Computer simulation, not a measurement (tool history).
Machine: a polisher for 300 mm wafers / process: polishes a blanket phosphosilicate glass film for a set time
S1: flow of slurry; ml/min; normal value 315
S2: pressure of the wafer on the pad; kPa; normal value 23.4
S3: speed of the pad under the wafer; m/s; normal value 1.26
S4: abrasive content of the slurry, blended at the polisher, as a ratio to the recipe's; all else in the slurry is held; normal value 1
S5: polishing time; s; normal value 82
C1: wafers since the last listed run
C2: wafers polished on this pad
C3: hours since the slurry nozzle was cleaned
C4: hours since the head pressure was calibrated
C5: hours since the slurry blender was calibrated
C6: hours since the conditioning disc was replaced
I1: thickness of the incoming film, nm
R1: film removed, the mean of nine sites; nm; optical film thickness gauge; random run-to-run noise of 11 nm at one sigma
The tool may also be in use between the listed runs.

Run 1, hour 0: usual settings; C1 0; C2 201; C3 54; C4 51.3; C5 77.6; C6 145.3; I1 2560.8. Result: R1 986.8 nm.
Run 2, hour 47: usual settings; C1 328; C2 529; C3 101; C4 98.3; C5 124.6; C6 192.3; I1 2544.4. Result: R1 986.6 nm.
Run 3, hour 123.9: usual settings; C1 537; C2 1067; C3 177.9; C4 175.2; C5 201.5; C6 269.2; I1 2544.2. Result: R1 988.6 nm.
Run 4, hour 174.6: usual settings; C1 354; C2 1421; C3 228.6; C4 225.9; C5 252.2; C6 319.9; I1 2594.3. Result: R1 959.4 nm.
Run 5, hour 222.4: usual settings; C1 333; C2 1755; C3 276.4; C4 273.7; C5 300; C6 367.7; I1 2554.3. Result: R1 966.4 nm.
Run 6, hour 262.3: usual settings; C1 278; C2 2033; C3 316.3; C4 313.6; C5 339.9; C6 407.6; I1 2582.7. Result: R1 968.7 nm.
At hour 277.7: conditioning disc replaced and pad reconditioned.
Run 7, hour 341.7: usual settings; C1 540; C2 2574; C3 395.7; C4 393; C5 419.3; C6 64; I1 2606.4. Result: R1 977.3 nm.
At hour 350.9: slurry blender recalibrated.
Run 8, hour 387.6: usual settings; C1 306; C2 2880; C3 441.6; C4 438.9; C5 36.7; C6 109.9; I1 2544.3. Result: R1 960.1 nm.
At hour 410.5: worn pad replaced by a new one.
Run 9, hour 458.5: usual settings; C1 467; C2 334; C3 512.5; C4 509.8; C5 107.6; C6 180.8; I1 2580.9. Result: R1 955.8 nm.
At hour 578.6: slurry nozzle cleaned.
At hour 639.8: conditioning disc replaced and pad reconditioned.
Run 10, hour 663: usual settings; C1 1407; C2 1742; C3 84.4; C4 714.3; C5 312.1; C6 23.2; I1 2544.1. Result: R1 953 nm.
Run 11, hour 767.7: usual settings; C1 731; C2 2473; C3 189.1; C4 819; C5 416.8; C6 127.9; I1 2568.3. Result: R1 963.4 nm.
At hour 778.6: worn pad replaced by a new one, of another model than before.
At hour 787.6: slurry blender recalibrated.
Run 12, hour 865.3: usual settings but S5 76 s; C1 639; C2 591; C3 286.7; C4 916.6; C5 77.7; C6 225.5; I1 2558.8. Result: R1 905.3 nm.
Run 13, hour 962.7: usual settings; C1 680; C2 1271; C3 384.1; C4 1014; C5 175.1; C6 322.9; I1 2581. Result: R1 958.1 nm.
Run 14, hour 1007.4: usual settings; C1 312; C2 1583; C3 428.8; C4 1058.7; C5 219.8; C6 367.6; I1 2528.9. Result: R1 961.6 nm.
At hour 1056.6: conditioning disc replaced and pad reconditioned.
At hour 1110.7: slurry nozzle cleaned.
Run 15, hour 1222.7: usual settings; C1 1482; C2 3066; C3 112; C4 1274; C5 435.1; C6 166.1; I1 2605.6. Result: R1 978.6 nm.
At hour 1233.8: worn pad replaced by a new one.
At hour 1244.9: slurry blender recalibrated.
Run 16, hour 1310.4: usual settings but S1 215 ml/min, S2 29.6 kPa; C1 570; C2 521; C3 199.7; C4 1361.7; C5 65.5; C6 253.8; I1 2558.2. Result: R1 1089.9 nm.
At hour 1334.1: head pressure recalibrated.
Run 17, hour 1383.8: usual settings; C1 498; C2 1019; C3 273.1; C4 49.7; C5 138.9; C6 327.2; I1 2560.2. Result: R1 985.4 nm.
Run 18, hour 1457.2: usual settings but S2 15.2 kPa, S3 1.7 m/s, S5 105 s; C1 512; C2 1532; C3 346.5; C4 123.1; C5 212.3; C6 400.6; I1 2572. Result: R1 1130.7 nm.
At hour 1497.1: conditioning disc replaced and pad reconditioned.
Run 19, hour 1500.6: usual settings but S1 390 ml/min; C1 289; C2 1821; C3 389.9; C4 166.5; C5 255.7; C6 3.5; I1 2604.3. Result: R1 1003.3 nm.
Run 20, hour 1553.2: usual settings but S1 370 ml/min, S2 17.9 kPa, S4 0.75; C1 367; C2 2189; C3 442.5; C4 219.1; C5 308.3; C6 56.1; I1 2569.7. Result: R1 735 nm.
Run 21, hour 1614: usual settings; C1 424; C2 2613; C3 503.3; C4 279.9; C5 369.1; C6 116.9; I1 2532.6. Result: R1 985 nm.
At hour 1631.6: slurry blender recalibrated.
Run 22, hour 1657.6: usual settings but S2 17.9 kPa; C1 290; C2 2904; C3 546.9; C4 323.5; C5 26; C6 160.5; I1 2571.5. Result: R1 844.3 nm.
At hour 1673.6: worn pad replaced by a new one.
Run 23, hour 1731.4: usual settings but S1 400 ml/min, S4 0.85; C1 487; C2 403; C3 620.7; C4 397.3; C5 99.8; C6 234.3; I1 2556.7. Result: R1 909.4 nm.

Run 24 has not been measured yet. What should we expect?
At hour 1734.5: slurry nozzle cleaned.
Run 24, hour 1831.4: usual settings but S1 250 ml/min; C1 691; C2 1095; C3 96.9; C4 497.3; C5 199.8; C6 334.3; I1 2546.2. Result: R1 ?.

{"run 24": {"R1": 964.6}}
On a tool with no hidden condition, and with the same random variation, this run would have come out at R1 984.7 nm.
